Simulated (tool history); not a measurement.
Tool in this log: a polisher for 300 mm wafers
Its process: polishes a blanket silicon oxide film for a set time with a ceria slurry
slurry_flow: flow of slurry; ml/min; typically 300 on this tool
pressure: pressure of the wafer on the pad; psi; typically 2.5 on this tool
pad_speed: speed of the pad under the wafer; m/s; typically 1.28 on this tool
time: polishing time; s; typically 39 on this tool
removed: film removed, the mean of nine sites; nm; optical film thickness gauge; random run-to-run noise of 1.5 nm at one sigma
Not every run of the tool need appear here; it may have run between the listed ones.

run   hour  slurry_flow  pressure  pad_speed  time  incoming thickness of the incoming film, nm  removed
  1      0          240       2.5       0.94    39                                        845.7    101.1
  2   10.6          240       2.5       0.94    39                                          841    103.3
      18.1  -- worn pad replaced by a new one
  3   19.6          300       2.5       1.28    39                                        867.1    146.4
  4   31.3          300       2.5       1.28    39                                          850    145.2
  5   38.8          300       2.5       1.28    39                                        843.9    142.5
  6   49.8          300       2.1       1.28    39                                        864.3      129
  7   72.1          300       2.1       1.28    39                                        840.6    127.5
      85.7  -- slurry nozzle cleaned
  8   87.1          300       2.1       1.28    39                                        855.7    124.9
  9   95.8          300       2.7       1.02    39                                        849.8      118
     132.5  -- worn pad replaced by a new one
     136.3  -- head pressure recalibrated
 10  140.1          240       2.5       0.94    39                                        860.4    105.1
 11  148.4          300       2.5       1.28    39                                        842.3    145.1
 12    164          300       3.3       1.28    39                                        848.5    174.3
 13  193.3          385         3       1.42    39                                          854    179.3
 14  202.9          300       2.5        0.9    39                                        861.7    101.7
 15  214.9          380       1.9       1.66    49                                          858    193.8
 16  232.5          300       2.5       1.02    39                                          847    109.6
     238.8  -- worn pad replaced by a new one
 17  245.3          300       3.4       0.94    39                                        846.8    134.1
 18  257.5          370       1.7       1.28    50                                        838.4    146.7

Pick out some run-to-run changes in removed. Of each, how much would a tool without hidden state show as well, from the settings, what came in and chance, and how much is left for the hidden state and any gauge scatter not in both results compared?
Hidden state at play: removal rate lost through wear of the pad, %; slurry flow missing at the pad, %; deviation of the head's pressure from its setpoint, %.
Run 14 -> 15: slurry_flow 300 -> 380, pressure 2.5 -> 1.9, pad_speed 0.9 -> 1.66, time 39 -> 49. removed +92.1 nm: hidden state -4.9, all else +97.
Run 16 -> 17: pressure 2.5 -> 3.4, pad_speed 1.02 -> 0.94, worn pad replaced by a new one. removed +24.5 nm: hidden state +5, all else +19.5.
